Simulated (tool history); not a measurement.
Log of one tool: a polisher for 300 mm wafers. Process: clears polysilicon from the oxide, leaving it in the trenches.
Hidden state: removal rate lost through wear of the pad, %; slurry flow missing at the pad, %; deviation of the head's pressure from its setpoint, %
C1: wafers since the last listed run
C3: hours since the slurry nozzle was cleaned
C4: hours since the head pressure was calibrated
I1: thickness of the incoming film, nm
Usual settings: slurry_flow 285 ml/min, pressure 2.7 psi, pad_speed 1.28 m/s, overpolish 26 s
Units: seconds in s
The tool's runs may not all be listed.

{"run": 1, "hour": 0.0, "slurry_flow": 285, "pressure": 2.7, "pad_speed": 1.28, "overpolish": 35, "C1": 0, "wafers polished on this pad": 1136, "C3": 344.3, "C4": 884.5, "I1": 695.7, "seconds": 47.1}
{"run": 2, "hour": 23.0, "slurry_flow": 285, "pressure": 2.7, "pad_speed": 1.28, "overpolish": 35, "C1": 301, "wafers polished on this pad": 1437, "C3": 367.3, "C4": 907.5, "I1": 695.6, "seconds": 48.6}
{"hour": 27.4, "done": "worn pad replaced by a new one"}
{"run": 3, "hour": 47.6, "slurry_flow": 285, "pressure": 2.7, "pad_speed": 1.28, "overpolish": 31, "C1": 269, "wafers polished on this pad": 264, "C3": 391.9, "C4": 932.1, "I1": 685.9, "seconds": 45.9}
{"hour": 48.7, "done": "slurry nozzle cleaned"}
{"run": 4, "hour": 78.5, "slurry_flow": 285, "pressure": 2.7, "pad_speed": 1.28, "overpolish": 31, "C1": 391, "wafers polished on this pad": 655, "C3": 29.8, "C4": 963.0, "I1": 691.5, "seconds": 47.0}
{"run": 5, "hour": 92.0, "slurry_flow": 285, "pressure": 2.7, "pad_speed": 1.28, "overpolish": 26, "C1": 176, "wafers polished on this pad": 832, "C3": 43.3, "C4": 976.5, "I1": 692.7, "seconds": 48.3}
{"run": 6, "hour": 112.6, "slurry_flow": 285, "pressure": 2.7, "pad_speed": 1.28, "overpolish": 26, "C1": 269, "wafers polished on this pad": 1102, "C3": 63.9, "C4": 997.1, "I1": 691.4, "seconds": 47.3}
{"hour": 157.6, "done": "worn pad replaced by a new one"}
{"run": 7, "hour": 181.5, "slurry_flow": 285, "pressure": 2.7, "pad_speed": 1.28, "overpolish": 26, "C1": 850, "wafers polished on this pad": 312, "C3": 132.8, "C4": 1066.0, "I1": 700.2, "seconds": 47.6}
{"run": 8, "hour": 204.0, "slurry_flow": 285, "pressure": 2.7, "pad_speed": 1.28, "overpolish": 26, "C1": 294, "wafers polished on this pad": 607, "C3": 155.3, "C4": 1088.5, "I1": 698.7, "seconds": 47.6}
{"run": 9, "hour": 227.8, "slurry_flow": 365, "pressure": 2.7, "pad_speed": 0.96, "overpolish": 26, "C1": 311, "wafers polished on this pad": 919, "C3": 179.1, "C4": 1112.3, "I1": 690.5, "seconds": 61.7}
{"run": 10, "hour": 244.7, "slurry_flow": 365, "pressure": 2.7, "pad_speed": 0.96, "overpolish": 26, "C1": 221, "wafers polished on this pad": 1140, "C3": 196.0, "C4": 1129.2, "I1": 675.3, "seconds": 59.9}
{"run": 11, "hour": 272.2, "slurry_flow": 365, "pressure": 2.7, "pad_speed": 0.96, "overpolish": 26, "C1": 360, "wafers polished on this pad": 1500, "C3": 223.5, "C4": 1156.7, "I1": 674.7, "seconds": 60.4}
{"hour": 279.8, "done": "worn pad replaced by a new one"}
{"run": 12, "hour": 296.5, "slurry_flow": 285, "pressure": 2.7, "pad_speed": 1.28, "overpolish": 26, "C1": 265, "wafers polished on this pad": 218, "C3": 247.8, "C4": 1181.0, "I1": 693.1, "seconds": 48.1}
{"run": 13, "hour": 314.4, "slurry_flow": 335, "pressure": 2.7, "pad_speed": 1.28, "overpolish": 19, "C1": 234, "wafers polished on this pad": 452, "C3": 265.7, "C4": 1198.9, "I1": 692.5, "seconds": 45.0}
{"run": 14, "hour": 330.0, "slurry_flow": 285, "pressure": 2.7, "pad_speed": 1.28, "overpolish": 32, "C1": 204, "wafers polished on this pad": 657, "C3": 281.3, "C4": 1214.5, "I1": 684.8, "seconds": 47.8}
{"hour": 340.2, "done": "head pressure recalibrated"}
{"run": 15, "hour": 360.6, "slurry_flow": 285, "pressure": 2.7, "pad_speed": 1.28, "overpolish": 26, "C1": 374, "wafers polished on this pad": 1031, "C3": 311.9, "C4": 20.4, "I1": 687.2, "seconds": 47.4}
{"run": 16, "hour": 379.9, "slurry_flow": 285, "pressure": 1.9, "pad_speed": 1.28, "overpolish": 26, "C1": 252, "wafers polished on this pad": 1284, "C3": 331.2, "C4": 39.7, "I1": 689.4, "seconds": 61.8}
{"hour": 403.7, "done": "worn pad replaced by a new one"}
{"run": 17, "hour": 411.5, "slurry_flow": 335, "pressure": 2.7, "pad_speed": 1.28, "overpolish": 19, "C1": 361, "wafers polished on this pad": 102, "C3": 362.8, "C4": 71.3, "I1": 698.1, "seconds": 46.8}
{"run": 18, "hour": 504.1, "slurry_flow": 285, "pressure": 2.7, "pad_speed": 1.28, "overpolish": 36, "C1": 1212, "wafers polished on this pad": 1315, "C3": 455.4, "C4": 163.9, "I1": 691.5, "seconds": 47.8}
{"hour": 509.2, "done": "slurry nozzle cleaned"}
{"run": 19, "hour": 532.2, "slurry_flow": 285, "pressure": 2.7, "pad_speed": 1.28, "overpolish": 10, "C1": 354, "wafers polished on this pad": 1670, "C3": 23.0, "C4": 192.0, "I1": 688.5, "seconds": 47.8}
{"hour": 550.2, "done": "worn pad replaced by a new one"}
{"run": 20, "hour": 550.9, "slurry_flow": 360, "pressure": 2.7, "pad_speed": 1.28, "overpolish": 35, "C1": 192, "wafers polished on this pad": 9, "C3": 41.7, "C4": 210.7, "I1": 687.4, "seconds": 45.6}
{"run": 21, "hour": 572.8, "slurry_flow": 255, "pressure": 1.9, "pad_speed": 1.56, "overpolish": 26, "C1": 286, "wafers polished on this pad": 296, "C3": 63.6, "C4": 232.6, "I1": 694.9, "seconds": 51.5}
{"run": 22, "hour": 592.0, "slurry_flow": 360, "pressure": 3.1, "pad_speed": 1.28, "overpolish": 38, "C1": 251, "wafers polished on this pad": 547, "C3": 82.8, "C4": 251.8, "I1": 689.9, "seconds": 41.2}
{"run": 23, "hour": 616.2, "slurry_flow": 335, "pressure": 2.7, "pad_speed": 1.28, "overpolish": 19, "C1": 316, "wafers polished on this pad": 864, "C3": 107.0, "C4": 276.0, "I1": 694.1, "seconds": 45.8}
{"run": 24, "hour": 641.3, "slurry_flow": 210, "pressure": 3.4, "pad_speed": 1.28, "overpolish": 39, "C1": 328, "wafers polished on this pad": 1193, "C3": 132.1, "C4": 301.1, "I1": 678.1, "seconds": 40.5}
{"run": 25, "hour": 668.3, "slurry_flow": 285, "pressure": 2.7, "pad_speed": 1.28, "overpolish": 26, "C1": 353, "wafers polished on this pad": 1546, "C3": 159.1, "C4": 328.1, "I1": 697.0, "seconds": 49.4}

4 ways to go on from here, each from the tool as it stands after run 25. What would each give?
{"run": "A", "hour": 668.7, "slurry_flow": 285, "pressure": 2.7, "pad_speed": 1.28, "overpolish": 26, "C1": 5, "wafers polished on this pad": 1552, "C3": 159.5, "C4": 328.5, "I1": 695.7, "seconds": "?"}
{"run": "B", "hour": 668.7, "slurry_flow": 245, "pressure": 3.5, "pad_speed": 1.14, "overpolish": 16, "C1": 5, "wafers polished on this pad": 1552, "C3": 159.5, "C4": 328.5, "I1": 695.7, "seconds": "?"}
{"run": "C", "hour": 668.7, "slurry_flow": 370, "pressure": 2.7, "pad_speed": 1.0, "overpolish": 26, "C1": 5, "wafers polished on this pad": 1552, "C3": 159.5, "C4": 328.5, "I1": 695.7, "seconds": "?"}
{"run": "D", "hour": 668.7, "slurry_flow": 215, "pressure": 2.7, "pad_speed": 1.28, "overpolish": 31, "C1": 5, "wafers polished on this pad": 1552, "C3": 159.5, "C4": 328.5, "I1": 695.7, "seconds": "?"}

run=A seconds=48.6
run=B seconds=45.0
run=C seconds=60.8
run=D seconds=50.3
Without the tool's hidden state the same runs would have given:
run=A seconds=46.1
run=B seconds=42.7
run=C seconds=57.6
run=D seconds=47.7

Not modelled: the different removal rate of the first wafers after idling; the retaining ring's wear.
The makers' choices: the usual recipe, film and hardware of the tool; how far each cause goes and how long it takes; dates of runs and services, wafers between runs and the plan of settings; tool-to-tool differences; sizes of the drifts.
